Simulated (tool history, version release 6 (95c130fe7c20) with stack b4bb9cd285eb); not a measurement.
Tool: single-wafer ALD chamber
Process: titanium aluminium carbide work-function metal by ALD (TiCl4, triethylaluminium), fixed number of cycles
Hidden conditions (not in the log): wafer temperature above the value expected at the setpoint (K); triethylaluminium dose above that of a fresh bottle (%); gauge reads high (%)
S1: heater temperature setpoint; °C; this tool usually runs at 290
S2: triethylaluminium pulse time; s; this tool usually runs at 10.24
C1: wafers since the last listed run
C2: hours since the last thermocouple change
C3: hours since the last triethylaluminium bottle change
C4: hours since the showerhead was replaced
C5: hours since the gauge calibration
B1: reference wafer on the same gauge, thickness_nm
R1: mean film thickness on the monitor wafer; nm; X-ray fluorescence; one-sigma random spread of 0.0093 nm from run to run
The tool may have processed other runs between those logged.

run 1 hour=0.0 | S1=290 S2=10.24 | C1=0 C2=1982.5 C3=1663.4 C4=2848.5 C5=22.1 | B1=2.398 | R1=2.011
run 2 hour=17.8 | S1=290 S2=10.24 | C1=246 C2=2000.3 C3=1681.2 C4=2866.3 C5=39.9 | B1=2.400 | R1=2.007
run 3 hour=33.0 | S1=290 S2=10.24 | C1=210 C2=2015.5 C3=1696.4 C4=2881.5 C5=55.1 | B1=2.400 | R1=2.010
run 4 hour=50.8 | S1=290 S2=10.24 | C1=246 C2=2033.3 C3=1714.2 C4=2899.3 C5=72.9 | B1=2.399 | R1=2.008
run 5 hour=68.7 | S1=290 S2=10.24 | C1=247 C2=2051.2 C3=1732.1 C4=2917.2 C5=90.8 | B1=2.401 | R1=1.990
run 6 hour=81.7 | S1=290 S2=10.24 | C1=179 C2=2064.2 C3=1745.1 C4=2930.2 C5=103.8 | B1=2.404 | R1=1.994
run 7 hour=88.4 | S1=290 S2=11.86 | C1=92 C2=2070.9 C3=1751.8 C4=2936.9 C5=110.5 | B1=2.401 | R1=2.041
run 8 hour=101.1 | S1=297 S2=10.24 | C1=175 C2=2083.6 C3=1764.5 C4=2949.6 C5=123.2 | B1=2.401 | R1=2.045
run 9 hour=108.9 | S1=290 S2=10.24 | C1=107 C2=2091.4 C3=1772.3 C4=2957.4 C5=131.0 | B1=2.398 | R1=1.994
run 10 hour=126.3 | S1=290 S2=10.24 | C1=240 C2=2108.8 C3=1789.7 C4=2974.8 C5=148.4 | B1=2.401 | R1=1.983
run 11 hour=141.5 | S1=290 S2=10.24 | C1=210 C2=2124.0 C3=1804.9 C4=2990.0 C5=163.6 | B1=2.403 | R1=1.993
run 12 hour=156.3 | S1=290 S2=10.24 | C1=204 C2=2138.8 C3=1819.7 C4=3004.8 C5=178.4 | B1=2.401 | R1=1.991
run 13 hour=173.5 | S1=290 S2=10.24 | C1=238 C2=2156.0 C3=1836.9 C4=3022.0 C5=195.6 | B1=2.400 | R1=1.987
run 14 hour=182.2 | S1=295 S2=8.75 | C1=120 C2=2164.7 C3=1845.6 C4=3030.7 C5=204.3 | B1=2.402 | R1=1.920
run 15 hour=197.7 | S1=275 S2=13.38 | C1=214 C2=2180.2 C3=1861.1 C4=3046.2 C5=219.8 | B1=2.398 | R1=1.980
run 16 hour=236.5 | S1=290 S2=10.24 | C1=537 C2=2219.0 C3=1899.9 C4=3085.0 C5=258.6 | B1=2.400 | R1=1.977
-- hour=251.1 triethylaluminium bottle replaced
run 17 hour=251.6 | S1=275 S2=13.38 | C1=98 C2=2234.1 C3=0.5 C4=3100.1 C5=273.7 | B1=2.400 | R1=1.778
run 18 hour=261.3 | S1=302 S2=8.41 | C1=134 C2=2243.8 C3=10.2 C4=3109.8 C5=283.4 | B1=2.403 | R1=1.526
run 19 hour=268.6 | S1=301 S2=7.07 | C1=101 C2=2251.1 C3=17.5 C4=3117.1 C5=290.7 | B1=2.399 | R1=1.328
run 20 hour=284.7 | S1=277 S2=8.64 | C1=222 C2=2267.2 C3=33.6 C4=3133.2 C5=306.8 | B1=2.400 | R1=1.417
-- hour=297.1 showerhead replaced
run 21 hour=299.8 | S1=280 S2=12.21 | C1=98 C2=2282.3 C3=48.7 C4=2.7 C5=321.9 | B1=2.400 | R1=1.735
run 22 hour=305.9 | S1=297 S2=6.89 | C1=84 C2=2288.4 C3=54.8 C4=8.8 C5=328.0 | B1=2.403 | R1=1.247
-- hour=330.5 thermocouple changed; heater temperature recalibrated
run 23 hour=331.0 | S1=275 S2=12.57 | C1=236 C2=0.5 C3=79.9 C4=33.9 C5=353.1 | B1=2.400 | R1=1.739
run 24 hour=338.8 | S1=290 S2=10.24 | C1=107 C2=8.3 C3=87.7 C4=41.7 C5=360.9 | B1=2.398 | R1=1.652
-- hour=351.1 triethylaluminium bottle replaced, repeated, since the last time left the tool worse
run 25 hour=351.6 | S1=301 S2=13.37 | C1=66 C2=21.1 C3=0.5 C4=54.5 C5=373.7 | B1=2.402 | R1=2.240
-- hour=379.5 gauge calibrated
run 26 hour=403.0 | S1=301 S2=8.99 | C1=711 C2=72.5 C3=51.9 C4=105.9 C5=23.5 | B1=2.404 | R1=2.131
run 27 hour=414.1 | S1=303 S2=8.76 | C1=153 C2=83.6 C3=63.0 C4=117.0 C5=34.6 | B1=2.402 | R1=2.129
run 28 hour=429.6 | S1=303 S2=8.15 | C1=214 C2=99.1 C3=78.5 C4=132.5 C5=50.1 | B1=2.402 | R1=2.101
run 29 hour=439.3 | S1=295 S2=6.35 | C1=134 C2=108.8 C3=88.2 C4=142.2 C5=59.8 | B1=2.399 | R1=1.827
run 30 hour=456.4 | S1=282 S2=11.99 | C1=236 C2=125.9 C3=105.3 C4=159.3 C5=76.9 | B1=2.399 | R1=2.062
run 31 hour=467.5 | S1=279 S2=12.54 | C1=153 C2=137.0 C3=116.4 C4=170.4 C5=88.0 | B1=2.398 | R1=2.051
run 32 hour=479.8 | S1=290 S2=10.24 | C1=170 C2=149.3 C3=128.7 C4=182.7 C5=100.3 | B1=2.400 | R1=2.092
run 33 hour=491.7 | S1=280 S2=8.67 | C1=164 C2=161.2 C3=140.6 C4=194.6 C5=112.2 | B1=2.399 | R1=1.955
run 34 hour=502.4 | S1=295 S2=8.49 | C1=148 C2=171.9 C3=151.3 C4=205.3 C5=122.9 | B1=2.400 | R1=2.058

What was the tool's hidden state at every run in the log?
wafer temperature above the value expected at the setpoint (K): 0 across all the runs
gauge reads high (%): 0 across all the runs
H1: triethylaluminium dose above that of a fresh bottle (%)
run=1 H1=-20.1
run=2 H1=-20.4
run=3 H1=-20.5
run=4 H1=-20.7
run=5 H1=-21
run=6 H1=-21.1
run=7 H1=-21.2
run=8 H1=-21.3
run=9 H1=-21.4
run=10 H1=-21.6
run=11 H1=-21.8
run=12 H1=-22
run=13 H1=-22.2
run=14 H1=-22.3
run=15 H1=-22.5
run=16 H1=-22.9
run=17 H1=-44.3
run=18 H1=-44.5
run=19 H1=-44.5
run=20 H1=-44.7
run=21 H1=-44.9
run=22 H1=-45
run=23 H1=-45.3
run=24 H1=-45.4
run=25 H1=-0.0634
run=26 H1=-0.671
run=27 H1=-0.802
run=28 H1=-0.986
run=29 H1=-1.1
run=30 H1=-1.3
run=31 H1=-1.43
run=32 H1=-1.58
run=33 H1=-1.72
run=34 H1=-1.85
